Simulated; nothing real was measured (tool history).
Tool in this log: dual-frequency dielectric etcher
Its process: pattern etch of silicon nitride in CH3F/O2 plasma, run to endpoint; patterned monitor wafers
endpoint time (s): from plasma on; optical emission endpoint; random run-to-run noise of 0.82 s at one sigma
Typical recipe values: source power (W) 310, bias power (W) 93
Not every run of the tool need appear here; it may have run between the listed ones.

run    hour  source power (W)  bias power (W)  incoming incoming film thickness, nm  endpoint time (s)
  1       0               280             105                                  82.9              100.7
  2    63.7               310              93                                  82.6              104.1
      142.5  -- wet clean of the chamber
  3     143               310              93                                  82.8              101.1
  4   193.7               310              93                                  82.9              100.4
  5   252.5               310              88                                  82.6              104.8
  6   286.1               310              88                                  82.1              103.2
  7   341.1               310              88                                  83.4              105.1
  8   403.7               310              93                                  82.4              102.5
      414.1  -- source power generator calibrated
  9   469.6               310              93                                  82.3              102.2
 10   506.5               310              93                                  83.3              102.6
      586.8  -- upper electrode replaced
 11   587.3               270              75                                  82.3              117.8
 12   623.5               310              93                                  82.5              103.2
 13   683.3               310              93                                  83.1              104.6
      695.2  -- bias power generator calibrated
 14     731               310              93                                  82.6              103.4
 15   774.2               240              76                                  83.1                125
      824.7  -- wet clean of the chamber
 16   825.2               350              93                                  82.7              103.8
 17   860.2               310              93                                  82.5              107.2
 18   904.7               340              82                                  81.9              111.7
 19   938.2               260             105                                  81.9              105.7
 20   988.6               310              93                                  82.7              108.5
 21  1035.7               270              73                                  82.8              128.1
       1078  -- wet clean of the chamber, repeated, since the last time left the tool worse
 22  1078.5               260              73                                  82.1              118.1
 23  1125.9               310              71                                  82.3              113.7
 24  1190.5               230              93                                  82.2                110
 25  1220.1               280              93                                  82.1              103.1
 26  1300.5               350             108                                  82.8               91.6

What if the next run were any one of these 3? Each begins from the tool's condition after run 26:
  A  1301               260              93                                  82.6                  ?
  B  1301               340              83                                  82.6                  ?
  C  1301               310              84                                  82.6                  ?

run  endpoint time (s)
  A              107.2
  B              105.9
  C              107.9
The same runs, with their run-to-run variation unchanged, on a tool lacking any hidden condition would have given:
run  endpoint time (s)
  A              106.5
  B              105.2
  C              107.1
